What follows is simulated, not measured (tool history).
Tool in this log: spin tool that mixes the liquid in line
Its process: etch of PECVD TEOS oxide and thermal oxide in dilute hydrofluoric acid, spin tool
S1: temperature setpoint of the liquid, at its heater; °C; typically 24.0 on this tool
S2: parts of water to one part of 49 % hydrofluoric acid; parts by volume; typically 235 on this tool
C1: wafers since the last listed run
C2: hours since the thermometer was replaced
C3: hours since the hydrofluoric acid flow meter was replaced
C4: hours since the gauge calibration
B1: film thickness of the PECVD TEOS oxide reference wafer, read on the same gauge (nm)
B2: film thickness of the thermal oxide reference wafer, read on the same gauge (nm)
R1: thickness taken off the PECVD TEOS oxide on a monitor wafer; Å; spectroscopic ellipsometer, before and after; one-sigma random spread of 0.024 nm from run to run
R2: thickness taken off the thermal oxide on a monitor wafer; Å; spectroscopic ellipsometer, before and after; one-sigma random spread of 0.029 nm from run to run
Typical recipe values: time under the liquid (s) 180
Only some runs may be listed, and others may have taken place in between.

Run 1, day 0.000: usual settings; C1 0; C2 2485.8; C3 388.9; C4 1396.6; B1 58.60; B2 78.162. Result: R1 69.6 Å, R2 32.54 Å.
Run 2, day 1.596: usual settings; C1 300; C2 2524.1; C3 427.2; C4 1434.9; B1 58.53; B2 78.076. Result: R1 69.7 Å, R2 32.35 Å.
Run 3, day 3.062: usual settings but S1 27.5 °C; C1 276; C2 2559.3; C3 462.4; C4 1470.1; B1 58.46; B2 77.975. Result: R1 78.4 Å, R2 36.70 Å.
Run 4, day 5.567: usual settings; C1 472; C2 2619.4; C3 522.5; C4 1530.2; B1 58.30; B2 77.786. Result: R1 69.0 Å, R2 32.18 Å.
At day 7.288: gauge calibrated.
Run 5, day 8.267: usual settings; C1 508; C2 2684.2; C3 587.3; C4 23.5; B1 60.15; B2 80.253. Result: R1 71.1 Å, R2 33.08 Å.
Run 6, day 9.579: usual settings but S1 22.0 °C, S2 200 parts by volume; C1 247; C2 2715.7; C3 618.8; C4 55.0; B1 60.18; B2 80.231. Result: R1 80.5 Å, R2 37.44 Å.
Run 7, day 10.858: usual settings but S1 20.5 °C, S2 160 parts by volume, time under the liquid (s) 290; C1 241; C2 2746.4; C3 649.5; C4 85.7; B1 60.17; B2 80.191. Result: R1 160.1 Å, R2 75.36 Å.
Run 8, day 18.254: usual settings but S1 22.5 °C; C1 1394; C2 2923.9; C3 827.0; C4 263.2; B1 60.09; B2 80.115. Result: R1 67.4 Å, R2 31.82 Å.
Run 9, day 20.517: usual settings but S1 26.5 °C, S2 285 parts by volume, time under the liquid (s) 265; C1 426; C2 2978.2; C3 881.3; C4 317.5; B1 60.08; B2 80.171. Result: R1 89.3 Å, R2 41.38 Å.
Run 10, day 22.417: usual settings but S1 26.0 °C, S2 320 parts by volume, time under the liquid (s) 130; C1 358; C2 3023.8; C3 926.9; C4 363.1; B1 60.05; B2 80.081. Result: R1 37.0 Å, R2 17.30 Å.
Run 11, day 24.771: usual settings but time under the liquid (s) 225; C1 443; C2 3080.3; C3 983.4; C4 419.6; B1 60.00; B2 80.052. Result: R1 88.8 Å, R2 41.36 Å.
Run 12, day 25.975: usual settings but S2 310 parts by volume, time under the liquid (s) 245; C1 226; C2 3109.2; C3 1012.3; C4 448.5; B1 60.00; B2 80.033. Result: R1 67.5 Å, R2 31.82 Å.
Run 13, day 28.754: usual settings but S2 130 parts by volume; C1 523; C2 3175.9; C3 1079.0; C4 515.2; B1 59.94; B2 79.931. Result: R1 144.2 Å, R2 67.82 Å.
At day 31.225: thermometer replaced.
Run 14, day 31.496: usual settings but S2 130 parts by volume, time under the liquid (s) 95; C1 508; C2 6.5; C3 1144.8; C4 581.0; B1 59.90; B2 79.856. Result: R1 76.0 Å, R2 35.41 Å.
Run 15, day 34.483: usual settings but S2 130 parts by volume, time under the liquid (s) 75; C1 563; C2 78.2; C3 1216.5; C4 652.7; B1 59.80; B2 79.757. Result: R1 60.0 Å, R2 28.06 Å.
Run 16, day 35.788: usual settings but S1 27.5 °C, S2 155 parts by volume, time under the liquid (s) 220; C1 245; C2 109.5; C3 1247.8; C4 684.0; B1 59.79; B2 79.769. Result: R1 162.7 Å, R2 76.22 Å.
At day 38.321: hydrofluoric acid flow meter replaced.
Run 17, day 38.521: usual settings but S1 21.5 °C, S2 165 parts by volume; C1 507; C2 175.1; C3 4.8; C4 749.6; B1 59.74; B2 79.659. Result: R1 98.7 Å, R2 46.08 Å.
Run 18, day 41.488: usual settings but S1 27.0 °C, S2 205 parts by volume, time under the liquid (s) 245; C1 559; C2 246.3; C3 76.0; C4 820.8; B1 59.65; B2 79.533. Result: R1 126.6 Å, R2 59.16 Å.
Run 19, day 43.312: usual settings but S1 25.5 °C; C1 344; C2 290.1; C3 119.8; C4 864.6; B1 59.56; B2 79.440. Result: R1 74.9 Å, R2 34.15 Å.
Run 20, day 45.946: usual settings; C1 496; C2 353.3; C3 183.0; C4 927.8; B1 59.48; B2 79.376. Result: R1 70.5 Å, R2 33.19 Å.
Run 21, day 48.721: usual settings but S2 120 parts by volume; C1 523; C2 419.9; C3 249.6; C4 994.4; B1 59.38; B2 79.184. Result: R1 157.2 Å, R2 74.26 Å.
Run 22, day 49.804: usual settings; C1 204; C2 445.9; C3 275.6; C4 1020.4; B1 59.33; B2 79.129. Result: R1 70.4 Å, R2 33.13 Å.
Run 23, day 51.958: usual settings but S1 22.5 °C, time under the liquid (s) 150; C1 406; C2 497.6; C3 327.3; C4 1072.1; B1 59.30; B2 79.017. Result: R1 55.4 Å, R2 25.68 Å.
Run 24, day 54.288: usual settings but S1 20.0 °C, time under the liquid (s) 280; C1 439; C2 553.5; C3 383.2; C4 1128.0; B1 59.21; B2 78.915. Result: R1 94.0 Å, R2 44.50 Å.
Run 25, day 56.621: usual settings but S1 26.0 °C, S2 320 parts by volume, time under the liquid (s) 130; C1 439; C2 609.5; C3 439.2; C4 1184.0; B1 59.08; B2 78.732. Result: R1 36.6 Å, R2 17.13 Å.

Predict each of these 5 candidate next runs independently; none follows another, all start after run 25:
Run A, day 56.642: usual settings; C1 3; C2 610.0; C3 439.7; C4 1184.5; B1 ?; B2 ?. Result: R1 ?, R2 ?.
Run B, day 56.642: usual settings but S2 325 parts by volume, time under the liquid (s) 115; C1 3; C2 610.0; C3 439.7; C4 1184.5; B1 ?; B2 ?. Result: R1 ?, R2 ?.
Run C, day 56.642: usual settings but time under the liquid (s) 130; C1 3; C2 610.0; C3 439.7; C4 1184.5; B1 ?; B2 ?. Result: R1 ?, R2 ?.
Run D, day 56.642: usual settings but S1 22.0 °C; C1 3; C2 610.0; C3 439.7; C4 1184.5; B1 ?; B2 ?. Result: R1 ?, R2 ?.
Run E, day 56.642: usual settings but S1 20.0 °C, S2 315 parts by volume, time under the liquid (s) 225; C1 3; C2 610.0; C3 439.7; C4 1184.5; B1 ?; B2 ?. Result: R1 ?, R2 ?.

run     B1      B2    R1     R2
  A  59.08  78.797  70.2  33.03
  B  59.08  78.797  29.7  13.96
  C  59.08  78.797  50.7  23.86
  D  59.08  78.797  65.2  30.70
  E  59.08  78.797  52.5  24.70
Stripped of hidden state, with their random variation kept, the same runs would have yielded:
run    R1     R2
  A  71.3  33.54
  B  30.1  14.17
  C  51.5  24.23
  D  66.3  31.18
  E  53.3  25.08
